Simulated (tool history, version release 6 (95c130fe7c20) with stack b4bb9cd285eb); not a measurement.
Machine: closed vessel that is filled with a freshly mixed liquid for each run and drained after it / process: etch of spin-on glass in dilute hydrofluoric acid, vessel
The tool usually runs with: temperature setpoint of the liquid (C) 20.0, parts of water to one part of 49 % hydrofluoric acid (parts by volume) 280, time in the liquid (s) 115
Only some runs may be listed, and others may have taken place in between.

| run | hour | temperature setpoint of the liquid (C) | parts of water to one part of 49 % hydrofluoric acid (parts by volume) | time in the liquid (s) | read-back film thickness of the spin-on glass reference wafer, read on the same gauge (nm) | thickness taken off the spin-on glass on a monitor wafer (nm) |
|---|---|---|---|---|---|---|
| 1 | 0.0 | 20.0 | 365 | 115 | 119.99 | 11.53 |
| 2 | 46.2 | 23.0 | 360 | 115 | 120.00 | 12.98 |
| 3 | 87.2 | 23.0 | 360 | 115 | 119.99 | 12.95 |
| 4 | 113.0 | 20.0 | 280 | 135 | 119.97 | 18.81 |
| 5 | 150.8 | 20.0 | 280 | 135 | 120.01 | 18.98 |
| 6 | 201.5 | 20.0 | 280 | 135 | 120.00 | 18.90 |
| 7 | 240.9 | 20.0 | 280 | 115 | 120.01 | 16.33 |
| 8 | 283.5 | 22.0 | 280 | 115 | 120.00 | 17.40 |
| 9 | 338.2 | 20.0 | 230 | 115 | 120.01 | 20.69 |
| 10 | 403.8 | 20.0 | 230 | 115 | 119.99 | 20.60 |
| 11 | 462.5 | 20.0 | 280 | 115 | 119.97 | 16.15 |
| 12 | 519.6 | 22.0 | 280 | 115 | 119.97 | 17.44 |
| 13 | 569.3 | 20.0 | 280 | 60 | 120.00 | 8.50 |
| 14 | 616.8 | 24.5 | 390 | 145 | 120.03 | 15.49 |
|  | 654.8 | gauge calibrated |
|  | 660.4 | thermometer replaced |
| 15 | 665.7 | 20.0 | 230 | 115 | 119.99 | 20.62 |
|  | 674.8 | hydrofluoric acid flow meter replaced |
| 16 | 715.7 | 20.0 | 395 | 180 | 119.98 | 16.15 |
| 17 | 747.9 | 23.5 | 180 | 140 | 119.99 | 38.52 |
| 18 | 952.6 | 20.0 | 280 | 115 | 119.99 | 16.04 |
| 19 | 979.9 | 21.5 | 280 | 185 | 120.00 | 27.39 |
| 20 | 1021.3 | 18.5 | 375 | 70 | 119.96 | 6.41 |
| 21 | 1084.9 | 22.5 | 155 | 115 | 120.02 | 36.22 |
| 22 | 1151.2 | 17.0 | 280 | 115 | 120.01 | 14.61 |

Alternative continuations, all from the tool just after run 22; predict every row:
| A | 1151.9 | 20.0 | 345 | 115 | ? | ? |
| B | 1151.9 | 24.0 | 190 | 75 | ? | ? |
| C | 1151.9 | 20.0 | 355 | 165 | ? | ? |
| D | 1151.9 | 20.0 | 410 | 115 | ? | ? |

| run | read-back film thickness of the spin-on glass reference wafer, read on the same gauge (nm) | thickness taken off the spin-on glass on a monitor wafer (nm) |
|---|---|---|
| A | 120.02 | 12.50 |
| B | 120.02 | 19.87 |
| C | 120.02 | 17.28 |
| D | 120.02 | 9.96 |
Stripped of hidden state, with their random variation kept, the same runs would have yielded:
| run | thickness taken off the spin-on glass on a monitor wafer (nm) |
|---|---|
| A | 12.50 |
| B | 19.87 |
| C | 17.28 |
| D | 9.96 |
